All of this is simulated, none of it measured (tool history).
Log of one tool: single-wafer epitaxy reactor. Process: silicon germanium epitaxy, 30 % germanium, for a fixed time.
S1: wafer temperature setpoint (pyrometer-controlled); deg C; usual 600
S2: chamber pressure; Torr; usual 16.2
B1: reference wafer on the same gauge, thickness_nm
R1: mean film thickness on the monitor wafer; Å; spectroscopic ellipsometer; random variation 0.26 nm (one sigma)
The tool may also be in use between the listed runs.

run,hour,S1,S2,B1,R1
1,0.0,611,16.2,48.191,619.86
2,42.5,600,19.0,48.134,584.06
3,107.1,600,16.2,48.217,523.75
4,166.9,590,16.2,48.073,449.95
5,230.5,590,16.2,48.144,450.62
6,260.9,590,16.2,48.261,448.70
7,296.0,600,16.2,48.209,532.09
8,320.1,600,17.7,48.193,562.34
9,350.2,600,16.2,48.333,534.28
10,402.7,600,16.2,48.181,532.70
11,465.0,600,16.2,48.229,531.75
12,515.0,600,16.2,48.208,537.33
13,547.6,600,16.2,48.161,531.40
14,604.7,600,16.2,48.274,532.93
15,669.5,600,16.2,48.109,530.64
# hour 718.5: gauge calibrated
16,718.8,600,16.2,48.208,528.61
17,755.9,600,16.2,48.154,532.60
18,807.3,607,18.5,48.238,657.92
19,879.1,586,18.0,48.323,453.46
20,920.9,605,16.2,48.152,582.05
# hour 958.0: pyrometer calibrated
21,971.4,591,12.3,48.116,379.62
22,1038.8,595,20.1,48.198,563.09
# hour 1078.4: showerhead replaced, of another model than before
23,1078.9,600,12.6,48.224,468.80
# hour 1123.2: capacitance manometer re-zeroed and calibrated
24,1282.9,590,16.2,48.225,431.76
25,1308.7,591,14.5,48.108,420.93
26,1376.0,589,18.7,48.256,451.88
27,1439.3,609,13.6,48.215,550.71
28,1487.8,615,17.6,48.220,676.82

The same runs without the tool's hidden state, with the same run-to-run variation:
The hidden state here: wafer temperature above the value expected at the setpoint (K); true pressure above the setpoint (%); gauge reads high (%).
run,R1
1,601.04
2,565.87
3,506.80
4,434.89
5,435.01
6,432.90
7,513.01
8,541.93
9,514.59
10,512.56
11,511.04
12,515.91
13,509.90
14,510.82
15,508.01
16,505.60
17,509.06
18,628.24
19,432.42
20,554.63
21,361.40
22,535.39
23,452.94
24,431.79
25,420.80
26,451.33
27,549.56
28,674.96

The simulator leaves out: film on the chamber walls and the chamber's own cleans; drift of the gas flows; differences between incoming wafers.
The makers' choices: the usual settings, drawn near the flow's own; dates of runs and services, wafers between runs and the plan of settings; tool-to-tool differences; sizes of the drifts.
